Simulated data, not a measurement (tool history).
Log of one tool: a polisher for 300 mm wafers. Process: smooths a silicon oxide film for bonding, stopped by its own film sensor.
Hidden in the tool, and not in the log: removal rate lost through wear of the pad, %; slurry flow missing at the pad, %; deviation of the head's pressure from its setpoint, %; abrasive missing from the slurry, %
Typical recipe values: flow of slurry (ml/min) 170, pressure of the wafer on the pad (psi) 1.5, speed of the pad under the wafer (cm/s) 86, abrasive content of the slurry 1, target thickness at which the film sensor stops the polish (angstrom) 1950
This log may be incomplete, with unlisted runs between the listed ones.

run    hour  flow of slurry (ml/min)  pressure of the wafer on the pad (psi)  speed of the pad under the wafer (cm/s)  abrasive content of the slurry  target thickness at which the film sensor stops the polish (angstrom)  wafers since the last listed run  wafers polished on this pad  hours since the slurry nozzle was cleaned  hours since the head pressure was calibrated  hours since the slurry blender was calibrated  incoming thickness of the incoming film, nm  time until the film sensor stopped the polish (s)
  1       0                      170                                     1.5                                       86                             1.1                                                                   1910                                 0                          762                                      278.2                                           695                                          171.1                                        229.6                                               80.3
  2    24.1                      130                                     1.5                                      110                               1                                                                   1950                               143                          906                                      302.3                                         719.1                                          195.2                                        228.7                                               62.9
  3    50.1                      130                                     1.5                                      110                               1                                                                   1950                               155                         1061                                      328.3                                         745.1                                          221.2                                          234                                               71.3
       85.5  -- worn pad replaced by a new one
  4    92.1                      130                                     1.5                                      110                               1                                                                   1950                               226                           39                                      370.3                                         787.1                                          263.2                                        232.4                                               66.9
      102.5  -- slurry blender recalibrated
  5   134.2                      170                                     1.5                                       86                               1                                                                   1950                               239                          278                                      412.4                                         829.2                                           31.7                                        230.1                                               72.8
  6   231.4                      170                                     1.5                                       86                               1                                                                   1950                               580                          858                                      509.6                                         926.4                                          128.9                                        230.4                                                 75
  7   260.5                      170                                     1.5                                      100                               1                                                                   1950                               173                         1032                                      538.7                                         955.5                                            158                                          229                                               62.5
      278.5  -- worn pad replaced by a new one
  8   305.7                      170                                     1.5                                      100                               1                                                                   1950                               245                          162                                      583.9                                        1000.7                                          203.2                                        233.1                                               71.1
      310.2  -- slurry blender recalibrated
  9   353.7                      170                                     1.5                                       86                             1.2                                                                   1950                               274                          436                                      631.9                                        1048.7                                           43.5                                        229.6                                               64.8
 10     421                      170                                     1.5                                       86                             1.2                                                                   1950                               401                          838                                      699.2                                          1116                                          110.8                                        233.9                                               76.3
      474.3  -- worn pad replaced by a new one
 11   484.7                      170                                     1.1                                       76                            0.75                                                                   1900                               356                           62                                      762.9                                        1179.7                                          174.5                                          225                                              122.1
      499.9  -- slurry nozzle cleaned
      510.5  -- head pressure recalibrated
 12     513                      220                                     1.7                                       86                               1                                                                   1950                               150                          213                                       13.1                                           2.5                                          202.8                                        227.2                                               54.6
      544.9  -- slurry blender recalibrated
 13   622.4                      120                                     1.5                                      116                               1                                                                   1950                               640                          854                                      122.5                                         111.9                                           77.5                                        230.5                                               56.8
      682.8  -- worn pad replaced by a new one
 14   688.5                      200                                     1.9                                       86                               1                                                                   1950                               370                           34                                      188.6                                           178                                          143.6                                        229.8                                               50.3
      698.8  -- head pressure recalibrated, repeated, since the last time left the tool worse
 15   746.8                      130                                     1.5                                       86                               1                                                                   1950                               336                          370                                      246.9                                            48                                          201.9                                        233.5                                               90.5
      759.5  -- slurry blender recalibrated
 16   811.6                      170                                     1.5                                       86                               1                                                                   1950                               374                          744                                      311.7                                         112.8                                           52.1                                        234.7                                               84.6
 17   855.6                      170                                     1.5                                       86                               1                                                                   1950                               262                         1007                                      355.7                                         156.8                                           96.1                                        230.2                                               75.7
      896.8  -- worn pad replaced by a new one
 18   919.7                      135                                     1.5                                       74                            1.15                                                                   2050                               358                          136                                      419.8                                         220.9                                          160.2                                        230.2                                               60.6
      969.7  -- slurry blender recalibrated
 19   987.5                      170                                     1.9                                       86                            1.25                                                                   1950                               392                          529                                      487.6                                         288.7                                           17.8                                        226.8                                               50.6
 20  1044.5                      170                                     1.5                                       66                             1.2                                                                   1950                               340                          869                                      544.6                                         345.7                                           74.8                                        229.7                                               87.3

Here are 4 independent what-if runs from the current tool condition. What would each one return?
  A  1044.9                      170                                     1.5                                       86                               1                                                                   1950                                 2                          871                                        545                                         346.1                                           75.2                                        226.6                                                  ?
  B  1044.9                      170                                     1.3                                       86                               1                                                                   2010                                 2                          871                                        545                                         346.1                                           75.2                                        226.6                                                  ?
  C  1044.9                      170                                     1.7                                       86                             1.2                                                                   1890                                 2                          871                                        545                                         346.1                                           75.2                                        226.6                                                  ?
  D  1044.9                      200                                     1.5                                      106                            0.75                                                                   2040                                 2                          871                                        545                                         346.1                                           75.2                                        226.6                                                  ?

run  time until the film sensor stopped the polish (s)
  A                                               68.9
  B                                               64.4
  C                                               67.3
  D                                               46.1
Had the tool no hidden state, the same runs would have come out as:
run  time until the film sensor stopped the polish (s)
  A                                               69.7
  B                                               65.1
  C                                               68.1
  D                                               46.6
